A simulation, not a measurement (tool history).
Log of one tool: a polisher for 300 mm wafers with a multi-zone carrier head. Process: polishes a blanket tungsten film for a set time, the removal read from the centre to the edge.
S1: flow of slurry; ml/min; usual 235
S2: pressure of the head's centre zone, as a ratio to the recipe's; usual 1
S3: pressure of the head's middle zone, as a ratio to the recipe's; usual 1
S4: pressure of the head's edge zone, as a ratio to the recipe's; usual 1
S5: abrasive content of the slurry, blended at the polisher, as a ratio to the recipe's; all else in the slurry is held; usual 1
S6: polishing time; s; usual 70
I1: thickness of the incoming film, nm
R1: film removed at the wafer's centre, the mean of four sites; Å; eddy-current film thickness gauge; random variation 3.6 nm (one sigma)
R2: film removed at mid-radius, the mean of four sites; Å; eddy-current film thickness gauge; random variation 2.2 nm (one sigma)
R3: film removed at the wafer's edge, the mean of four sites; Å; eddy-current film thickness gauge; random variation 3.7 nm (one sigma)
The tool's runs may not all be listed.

run   hour   S1    S2    S3    S4    S5  S6      I1    R1    R2    R3
  1      0  235     1     1     1     1  70  1139.4  2300  2353  2489
        34  -- edge zone pressure recalibrated
  2   34.5  235     1     1     1     1  70  1131.3  2239  2315  2311
      59.4  -- carrier head's membrane replaced by a new one
  3   63.4  235     1     1     1   1.1  70  1141.2  2264  2252  2307
      96.4  -- worn pad replaced by a new one
  4   97.7  235     1     1     1   1.1  70    1134  2515  2477  2571
     123.5  -- centre zone pressure recalibrated
  5  131.8  235     1     1     1     1  70  1153.1  2430  2426  2564
  6    164  235     1     1     1     1  70  1146.8  2406  2378  2491
     181.5  -- slurry nozzle cleaned
  7  191.1  235  1.09     1     1     1  70  1156.3  2506  2330  2515
  8    204  235     1     1     1   1.1  70  1144.2  2302  2377  2500
  9  221.6  235  1.06     1     1     1  79  1139.7  2722  2610  2659
 10  235.5  280  0.96     1     1     1  85  1149.9  2673  2760  2802
 11  257.9  235  0.92     1     1   0.9  70  1154.4  1998  2132  2146
 12  273.3  190  0.95     1     1     1  94  1134.6  2671  2831  2928
     283.7  -- worn pad replaced by a new one
 13    369  235     1     1     1     1  70  1132.9  2202  2366  2429
       394  -- edge zone pressure recalibrated
 14  401.1  235     1     1     1     1  54  1138.8  1700  1721  1775
 15  432.6  160     1  1.11     1   0.7  60  1133.7  1665  1816  1728
     452.7  -- worn pad replaced by a new one
 16  454.2  235     1     1  1.11     1  70    1139  2412  2384  2549
 17  469.6  235  0.96     1     1  0.75  70  1123.2  2163  2248  2342
 18  495.9  235     1     1     1   1.2  54  1123.8  1888  1902  1978
 19  515.3  180  0.97  1.12  0.93     1  70    1127  2235  2564  2414
 20  529.4  280     1     1     1     1  70  1149.3  2317  2390  2474
     551.1  -- slurry nozzle cleaned
 21    563  235     1     1     1     1  53  1146.3  1703  1744  1809
 22  593.9  235     1     1     1     1  70  1141.7  2239  2199  2337

The tool's hidden state at each run:
slurry flow missing at the pad, %: 0 in every run
deviation of the centre zone's pressure from its setpoint, %: 0 in every run
deviation of the edge zone's pressure from its setpoint, %: 0 in every run
H1: removal rate lost through wear of the pad, %
run    H1
  1  4.52
  2  7.43
  3  10.6
  4  1.04
  5  1.52
  6  2.78
  7  4.46
  8  5.45
  9  7.01
 10  8.41
 11    11
 12    13
 13  5.82
 14   8.3
 15  11.5
 16  1.92
 17  2.03
 18  2.63
 19  3.41
 20  4.16
 21  6.55
 22  9.51
